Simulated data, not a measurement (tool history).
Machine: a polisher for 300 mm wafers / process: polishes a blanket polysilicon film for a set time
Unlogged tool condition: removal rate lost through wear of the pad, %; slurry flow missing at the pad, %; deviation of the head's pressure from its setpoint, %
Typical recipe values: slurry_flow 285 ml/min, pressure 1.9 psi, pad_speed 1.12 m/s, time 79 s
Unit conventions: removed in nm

run	hour	slurry_flow	pressure	pad_speed	time	wafers since the last listed run	wafers polished on this pad	hours since the slurry nozzle was cleaned	hours since the head pressure was calibrated	incoming thickness of the incoming film, nm	removed
1	0.0	285	1.9	1.12	79	0	1531	517.2	892.7	2325.9	570.1
2	26.5	285	1.9	1.12	79	169	1701	543.7	919.2	2338.6	564.5
# hour 62.9: head pressure recalibrated
3	81.3	285	1.9	1.12	79	338	2039	598.5	18.4	2356.5	513.8
# hour 94.6: slurry nozzle cleaned
# hour 107.8: worn pad replaced by a new one
4	141.0	285	1.9	1.12	79	350	212	46.4	78.1	2339.8	571.0
5	175.1	285	1.9	1.04	79	218	430	80.5	112.2	2289.8	550.3
6	231.1	285	1.9	1.04	79	358	789	136.5	168.2	2329.6	535.6
7	271.1	285	1.9	1.04	79	256	1045	176.5	208.2	2332.6	537.0
8	319.2	285	1.9	1.12	79	307	1353	224.6	256.3	2344.4	554.1
9	355.5	285	1.9	1.12	79	232	1585	260.9	292.6	2296.9	554.3
10	413.9	285	2.3	1.12	79	373	1959	319.3	351.0	2343.5	650.7
# hour 423.3: worn pad replaced by a new one
11	461.8	285	1.9	1.12	79	281	246	367.2	398.9	2319.3	572.6
12	521.8	285	1.9	1.12	79	384	630	427.2	458.9	2318.6	575.1
13	565.6	285	1.9	1.12	79	280	911	471.0	502.7	2282.8	568.1
14	614.9	285	1.9	1.12	79	315	1226	520.3	552.0	2314.0	580.0
15	653.1	285	1.9	1.12	79	244	1471	558.5	590.2	2351.2	562.5
16	680.5	285	1.9	1.12	62	175	1647	585.9	617.6	2321.4	443.7
17	719.5	255	1.7	1.12	79	249	1896	624.9	656.6	2289.7	494.4
# hour 723.6: worn pad replaced by a new one
# hour 762.3: slurry nozzle cleaned
18	834.2	285	1.9	1.12	79	702	701	71.9	771.3	2343.3	595.8
19	905.1	285	2.3	1.12	79	453	1155	142.8	842.2	2304.6	725.0
20	929.2	285	1.4	1.42	100	154	1310	166.9	866.3	2335.6	648.4
21	966.3	285	1.9	1.12	70	237	1547	204.0	903.4	2342.1	523.0
22	1031.9	365	1.9	1.12	64	420	1967	269.6	969.0	2348.2	482.0
23	1061.7	285	1.9	0.78	79	190	2158	299.4	998.8	2315.5	475.3
# hour 1098.4: worn pad replaced by a new one
24	1106.9	285	1.9	1.12	79	263	54	344.6	1044.0	2332.5	632.3
25	1142.8	225	2.5	1.12	70	229	284	380.5	1079.9	2325.1	715.4
# hour 1192.2: head pressure recalibrated
26	1308.6	285	1.9	1.12	79	1048	1333	546.3	116.4	2279.0	536.8
27	1379.5	285	1.9	1.12	79	453	1787	617.2	187.3	2348.6	525.9
# hour 1398.9: worn pad replaced by a new one
# hour 1409.0: slurry nozzle cleaned
28	1437.9	285	1.9	1.12	79	341	243	28.9	245.7	2301.5	571.2
29	1487.9	350	1.9	1.12	66	320	563	78.9	295.7	2304.9	477.0
30	1555.6	210	1.9	0.78	79	433	997	146.6	363.4	2356.2	443.0
31	1692.1	285	2.2	1.48	102	874	1871	283.1	499.9	2321.7	963.8
32	1724.2	285	1.2	1.22	71	205	2076	315.2	532.0	2358.3	318.1
33	1752.7	285	1.9	1.12	79	182	2259	343.7	560.5	2359.2	523.0

Hidden state at the last listed run before each entry between runs and at the first one after, where it differs:
Runs 2 to 3: head pressure recalibrated (hour 62.9)
  removal rate lost through wear of the pad, %: 7 -> 9.26; deviation of the head's pressure from its setpoint, %: 7.01 -> 0.826
  the result without the hidden state subtracted from the measured one, removed: -2.7 -> -47.8 nm
Runs 3 to 4: slurry nozzle cleaned (hour 94.6); worn pad replaced by a new one (hour 107.8)
  removal rate lost through wear of the pad, %: 9.26 -> 0.138; deviation of the head's pressure from its setpoint, %: 0.826 -> 0.886
  the result without the hidden state subtracted from the measured one, removed: -47.8 -> +4.2 nm
Runs 10 to 11: worn pad replaced by a new one (hour 423.3)
  removal rate lost through wear of the pad, %: 6.64 -> 0.246; deviation of the head's pressure from its setpoint, %: 2.12 -> 2.5
  the result without the hidden state subtracted from the measured one, removed: -31.7 -> +12.6 nm
Runs 17 to 18: worn pad replaced by a new one (hour 723.6); slurry nozzle cleaned (hour 762.3)
  removal rate lost through wear of the pad, %: 6.3 -> 1.12; deviation of the head's pressure from its setpoint, %: 5.38 -> 7.11
  the result without the hidden state subtracted from the measured one, removed: -6.3 -> +33.2 nm
Runs 23 to 24: worn pad replaced by a new one (hour 1098.4)
  removal rate lost through wear of the pad, %: 8.28 -> 1.35; deviation of the head's pressure from its setpoint, %: 11.4 -> 12.3
  the result without the hidden state subtracted from the measured one, removed: +9.9 -> +61.8 nm
Runs 25 to 26: head pressure recalibrated (hour 1192.2)
  removal rate lost through wear of the pad, %: 1.48 -> 4.45; deviation of the head's pressure from its setpoint, %: 13.1 -> -0.588
  the result without the hidden state subtracted from the measured one, removed: +73.6 -> -28.3 nm
Runs 27 to 28: worn pad replaced by a new one (hour 1398.9); slurry nozzle cleaned (hour 1409.0)
  removal rate lost through wear of the pad, %: 6.89 -> 0.431; deviation of the head's pressure from its setpoint, %: -0.36 -> -0.0931
  the result without the hidden state subtracted from the measured one, removed: -41.0 -> -3.0 nm

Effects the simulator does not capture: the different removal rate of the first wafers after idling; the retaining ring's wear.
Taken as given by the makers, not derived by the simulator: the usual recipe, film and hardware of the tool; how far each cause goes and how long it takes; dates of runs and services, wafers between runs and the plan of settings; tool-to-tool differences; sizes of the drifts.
